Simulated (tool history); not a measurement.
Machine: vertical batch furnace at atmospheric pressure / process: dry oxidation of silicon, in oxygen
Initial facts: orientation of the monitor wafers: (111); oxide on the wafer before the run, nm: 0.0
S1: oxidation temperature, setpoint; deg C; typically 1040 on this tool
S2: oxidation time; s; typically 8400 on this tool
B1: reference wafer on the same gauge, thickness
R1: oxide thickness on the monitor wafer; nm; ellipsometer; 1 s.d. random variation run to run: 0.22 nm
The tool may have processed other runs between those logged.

run	day	S1	S2	B1	R1
1	0.000	1040	8400	139.97	147.98
2	2.029	1040	8400	139.96	147.67
3	4.608	1040	8400	140.10	147.82
4	6.842	1032	8400	140.04	141.26
5	9.967	1040	8400	140.04	148.06
6	14.129	1040	8400	139.99	147.85
# day 14.354: gauge calibrated
7	18.346	1040	8400	139.99	147.49
8	20.842	1030	4260	140.04	90.89
# day 22.417: boat lift adjusted
9	23.462	1040	8400	139.87	150.68
# day 26.283: thermocouples replaced and temperature profile calibrated
10	26.304	1031	10770	140.00	162.73
11	30.046	1062	10980	140.02	195.65

What does the tool deliver on the next run?
12	37.175	1047	11940	?	?

{"run 12": {"B1": 140.04, "R1": 190.86}}
On a tool with no hidden condition, and with the same random variation, this run would have come out at R1 189.15 nm.

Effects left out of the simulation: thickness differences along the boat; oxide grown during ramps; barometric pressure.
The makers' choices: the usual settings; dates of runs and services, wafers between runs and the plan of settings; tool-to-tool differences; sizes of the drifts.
